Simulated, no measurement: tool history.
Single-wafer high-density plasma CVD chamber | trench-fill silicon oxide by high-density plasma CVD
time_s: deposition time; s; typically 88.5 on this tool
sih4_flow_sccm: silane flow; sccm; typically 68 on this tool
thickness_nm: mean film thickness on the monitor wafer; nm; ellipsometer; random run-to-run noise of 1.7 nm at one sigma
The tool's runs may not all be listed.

run	day	time_s	sih4_flow_sccm	read-back reference wafer on the same gauge, thickness_nm	thickness_nm
1	0.000	88.5	68	630.698	517.966
2	8.708	88.5	68	631.253	518.559
3	10.271	88.5	68	631.242	519.070
4	12.112	88.5	68	631.015	514.910
5	13.608	88.5	68	631.241	516.807
6	15.646	88.5	68	631.065	517.720
7	16.683	88.5	68	631.103	513.669
8	19.412	88.5	68	631.201	515.705
9	21.158	88.5	68	631.015	512.543
10	22.600	88.5	68	630.878	515.395
11	25.404	88.5	73	631.136	548.767
12	27.375	96.6	68	631.094	559.389
13	29.967	96.6	68	631.263	557.295
14	32.783	88.5	68	630.815	515.068
15	40.650	88.5	68	630.919	511.512
16	42.008	88.5	68	630.984	513.131
17	44.129	88.5	68	630.733	515.612
18	46.629	88.5	68	630.775	512.159
19	48.046	88.5	68	630.886	511.639
20	49.646	101.3	68	630.767	582.889
21	51.067	88.5	68	631.065	513.059
22	52.329	88.5	57	630.521	441.658
23	53.717	99.5	76	630.588	632.974
24	55.408	88.5	68	630.814	511.093
25	56.888	100.2	68	631.307	575.126
26	59.104	88.5	55	630.722	427.969
# day 60.575: silane flow controller replaced
# day 61.446: gauge calibrated
27	61.792	94.2	76	631.107	617.310
28	63.112	76.7	74	630.447	493.783
29	64.254	97.2	80	630.987	671.978
30	66.667	106.1	64	631.041	600.707
31	68.092	88.5	68	630.702	529.156
32	70.162	88.5	68	631.224	527.181
33	71.550	88.5	60	630.700	472.100
34	74.346	72.1	59	630.893	379.058
35	75.538	98.0	57	631.349	499.965
36	77.442	98.1	64	631.234	551.452
37	81.867	88.5	62	630.807	486.509

The tool's hidden state at each run:
gauge reads high (%): 0 on each run
H1: delivered silane flow above the setpoint (%)
run	H1
1	-2.3
2	-2.55
3	-2.6
4	-2.65
5	-2.69
6	-2.75
7	-2.78
8	-2.86
9	-2.91
10	-2.95
11	-3.03
12	-3.08
13	-3.16
14	-3.24
15	-3.46
16	-3.5
17	-3.56
18	-3.63
19	-3.67
20	-3.72
21	-3.76
22	-3.8
23	-3.84
24	-3.88
25	-3.93
26	-3.99
27	-0.289
28	-0.327
29	-0.359
30	-0.428
31	-0.469
32	-0.528
33	-0.567
34	-0.647
35	-0.681
36	-0.735
37	-0.862
